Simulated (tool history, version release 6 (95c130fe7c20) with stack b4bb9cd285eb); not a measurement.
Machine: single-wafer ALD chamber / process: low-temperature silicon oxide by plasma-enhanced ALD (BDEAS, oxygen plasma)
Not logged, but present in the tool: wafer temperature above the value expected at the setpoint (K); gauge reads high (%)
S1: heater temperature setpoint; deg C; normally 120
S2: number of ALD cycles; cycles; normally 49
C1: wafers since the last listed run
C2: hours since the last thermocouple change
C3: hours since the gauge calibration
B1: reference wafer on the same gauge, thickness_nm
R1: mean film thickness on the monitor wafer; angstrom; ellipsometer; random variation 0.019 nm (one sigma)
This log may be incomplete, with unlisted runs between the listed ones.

run	hour	S1	S2	C1	C2	C3	B1	R1
1	0	120	42	0	2812.4	354.5	8.883	63.61
2	19	120	42	124	2831.4	373.5	8.879	63.51
3	51.8	108	44	214	2864.2	406.3	8.882	67.9
4	65.4	110	49	88	2877.8	419.9	8.883	75.65
5	79.3	120	49	90	2891.7	433.8	8.881	74.44
6	97.7	120	49	120	2910.1	452.2	8.881	74.14
7	121.8	120	49	157	2934.2	476.3	8.877	73.97
8	146.1	112	56	158	2958.5	500.6	8.888	85.95
# hour 163.9: thermocouple changed; heater temperature recalibrated
9	164.8	112	56	69	0.9	519.3	8.884	86.19
# hour 165.6: gauge calibrated
10	195.5	120	49	200	31.6	29.9	8.876	74.39
11	227.1	125	42	206	63.2	61.5	8.875	63.29
12	262.2	106	55	229	98.3	96.6	8.881	85.36
13	287.1	132	49	162	123.2	121.5	8.885	72.97
14	306	134	41	123	142.1	140.4	8.878	60.59
15	341.7	129	54	233	177.8	176.1	8.875	80.49
16	358.3	113	56	108	194.4	192.7	8.885	86.01
17	388.6	120	49	197	224.7	223	8.887	74.44
18	417.5	120	55	188	253.6	251.9	8.874	83.26

The next listed run, before its measurement:
19	441.2	131	49	154	277.3	275.6	?	?

Run 19 measured B1 8.881, R1 72.76 angstrom.
If the tool had no hidden condition, the same run with the same run-to-run variation would have returned R1 72.76 angstrom.
